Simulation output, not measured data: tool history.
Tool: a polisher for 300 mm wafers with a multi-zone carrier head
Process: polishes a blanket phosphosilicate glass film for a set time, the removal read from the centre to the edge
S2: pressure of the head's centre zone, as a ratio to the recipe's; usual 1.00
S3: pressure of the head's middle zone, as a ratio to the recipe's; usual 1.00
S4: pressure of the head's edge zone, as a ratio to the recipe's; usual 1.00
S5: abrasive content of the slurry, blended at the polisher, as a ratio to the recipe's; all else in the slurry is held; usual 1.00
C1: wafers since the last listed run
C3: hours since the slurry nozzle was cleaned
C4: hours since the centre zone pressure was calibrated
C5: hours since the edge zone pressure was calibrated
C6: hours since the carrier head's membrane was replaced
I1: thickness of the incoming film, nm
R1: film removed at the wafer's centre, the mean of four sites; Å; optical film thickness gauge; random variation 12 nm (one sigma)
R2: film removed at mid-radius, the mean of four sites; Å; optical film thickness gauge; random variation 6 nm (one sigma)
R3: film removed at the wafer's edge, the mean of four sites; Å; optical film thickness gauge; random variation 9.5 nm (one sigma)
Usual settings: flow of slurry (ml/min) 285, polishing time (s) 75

{"run": 1, "day": 0.0, "flow of slurry (ml/min)": 285, "S2": 1.0, "S3": 1.0, "S4": 1.0, "S5": 1.0, "polishing time (s)": 75, "C1": 0, "wafers polished on this pad": 754, "C3": 350.1, "C4": 734.1, "C5": 0.5, "C6": 1320.3, "I1": 3982.1, "R1": 8600, "R2": 8412, "R3": 8492}
{"run": 2, "day": 1.883, "flow of slurry (ml/min)": 285, "S2": 1.0, "S3": 1.0, "S4": 1.0, "S5": 1.0, "polishing time (s)": 75, "C1": 508, "wafers polished on this pad": 1262, "C3": 395.3, "C4": 779.3, "C5": 45.7, "C6": 1365.5, "I1": 4057.5, "R1": 8302, "R2": 8419, "R3": 8507}
{"day": 2.142, "done": "centre zone pressure recalibrated"}
{"run": 3, "day": 4.738, "flow of slurry (ml/min)": 285, "S2": 1.0, "S3": 1.0, "S4": 1.0, "S5": 1.0, "polishing time (s)": 75, "C1": 747, "wafers polished on this pad": 2010, "C3": 463.8, "C4": 62.3, "C5": 114.2, "C6": 1434.0, "I1": 4004.8, "R1": 8233, "R2": 8222, "R3": 8273}
{"run": 4, "day": 6.875, "flow of slurry (ml/min)": 360, "S2": 1.0, "S3": 1.0, "S4": 1.0, "S5": 1.0, "polishing time (s)": 75, "C1": 576, "wafers polished on this pad": 2586, "C3": 515.1, "C4": 113.6, "C5": 165.5, "C6": 1485.3, "I1": 3987.1, "R1": 8558, "R2": 8445, "R3": 8342}
{"run": 5, "day": 8.975, "flow of slurry (ml/min)": 360, "S2": 1.0, "S3": 1.0, "S4": 1.0, "S5": 1.0, "polishing time (s)": 75, "C1": 566, "wafers polished on this pad": 3153, "C3": 565.5, "C4": 164.0, "C5": 215.9, "C6": 1535.7, "I1": 3954.1, "R1": 8602, "R2": 8400, "R3": 8213}
{"day": 9.221, "done": "slurry nozzle cleaned"}
{"day": 10.333, "done": "worn pad replaced by a new one"}
{"run": 6, "day": 10.492, "flow of slurry (ml/min)": 340, "S2": 1.0, "S3": 1.0, "S4": 1.11, "S5": 1.0, "polishing time (s)": 75, "C1": 353, "wafers polished on this pad": 42, "C3": 30.5, "C4": 200.4, "C5": 252.3, "C6": 1572.1, "I1": 3935.9, "R1": 9149, "R2": 9023, "R3": 9416}
{"run": 7, "day": 11.538, "flow of slurry (ml/min)": 285, "S2": 1.0, "S3": 1.0, "S4": 1.0, "S5": 1.0, "polishing time (s)": 68, "C1": 282, "wafers polished on this pad": 324, "C3": 55.6, "C4": 225.5, "C5": 277.4, "C6": 1597.2, "I1": 4018.9, "R1": 8036, "R2": 8107, "R3": 8071}
{"run": 8, "day": 12.75, "flow of slurry (ml/min)": 215, "S2": 1.0, "S3": 1.0, "S4": 1.07, "S5": 1.0, "polishing time (s)": 75, "C1": 327, "wafers polished on this pad": 652, "C3": 84.7, "C4": 254.6, "C5": 306.5, "C6": 1626.3, "I1": 3967.9, "R1": 8460, "R2": 8424, "R3": 8959}
{"day": 14.596, "done": "edge zone pressure recalibrated"}
{"run": 9, "day": 15.7, "flow of slurry (ml/min)": 285, "S2": 1.0, "S3": 1.0, "S4": 1.0, "S5": 1.0, "polishing time (s)": 75, "C1": 773, "wafers polished on this pad": 1425, "C3": 155.5, "C4": 325.4, "C5": 26.5, "C6": 1697.1, "I1": 4020.4, "R1": 9158, "R2": 8753, "R3": 8835}
{"run": 10, "day": 17.267, "flow of slurry (ml/min)": 385, "S2": 1.05, "S3": 1.08, "S4": 1.0, "S5": 1.0, "polishing time (s)": 85, "C1": 422, "wafers polished on this pad": 1848, "C3": 193.1, "C4": 363.0, "C5": 64.1, "C6": 1734.7, "I1": 3986.8, "R1": 10988, "R2": 10880, "R3": 10087}
{"day": 18.175, "done": "carrier head's membrane replaced by a new one"}
{"run": 11, "day": 22.204, "flow of slurry (ml/min)": 285, "S2": 1.0, "S3": 0.94, "S4": 1.0, "S5": 1.0, "polishing time (s)": 75, "C1": 1276, "wafers polished on this pad": 3124, "C3": 311.6, "C4": 481.5, "C5": 182.6, "C6": 96.7, "I1": 4020.3, "R1": 8526, "R2": 8195, "R3": 8580}
{"day": 24.238, "done": "worn pad replaced by a new one"}
{"run": 12, "day": 25.05, "flow of slurry (ml/min)": 285, "S2": 1.08, "S3": 1.0, "S4": 0.95, "S5": 1.0, "polishing time (s)": 75, "C1": 723, "wafers polished on this pad": 218, "C3": 379.9, "C4": 549.8, "C5": 250.9, "C6": 165.0, "I1": 3964.6, "R1": 9397, "R2": 8471, "R3": 8291}
{"run": 13, "day": 27.708, "flow of slurry (ml/min)": 285, "S2": 1.0, "S3": 1.0, "S4": 1.0, "S5": 1.0, "polishing time (s)": 75, "C1": 717, "wafers polished on this pad": 936, "C3": 443.7, "C4": 613.6, "C5": 314.7, "C6": 228.8, "I1": 4028.4, "R1": 8363, "R2": 8459, "R3": 8561}
{"day": 29.638, "done": "edge zone pressure recalibrated"}
{"run": 14, "day": 30.221, "flow of slurry (ml/min)": 285, "S2": 1.0, "S3": 1.0, "S4": 1.0, "S5": 1.25, "polishing time (s)": 75, "C1": 655, "wafers polished on this pad": 1591, "C3": 504.0, "C4": 673.9, "C5": 14.0, "C6": 289.1, "I1": 4009.3, "R1": 8815, "R2": 8987, "R3": 8970}

Forecast run 15:
{"run": 15, "day": 33.125, "flow of slurry (ml/min)": 285, "S2": 0.93, "S3": 0.91, "S4": 1.0, "S5": 1.0, "polishing time (s)": 75, "C1": 783, "wafers polished on this pad": 2375, "C3": 573.7, "C4": 743.6, "C5": 83.7, "C6": 358.8, "I1": 4006.7, "R1": "?", "R2": "?", "R3": "?"}

Run 15 gave R1 7734 Å, R2 7534 Å, R3 8185 Å.
Without the tool's hidden state the same run would have given R1 8645 Å, R2 8319 Å, R3 8803 Å.

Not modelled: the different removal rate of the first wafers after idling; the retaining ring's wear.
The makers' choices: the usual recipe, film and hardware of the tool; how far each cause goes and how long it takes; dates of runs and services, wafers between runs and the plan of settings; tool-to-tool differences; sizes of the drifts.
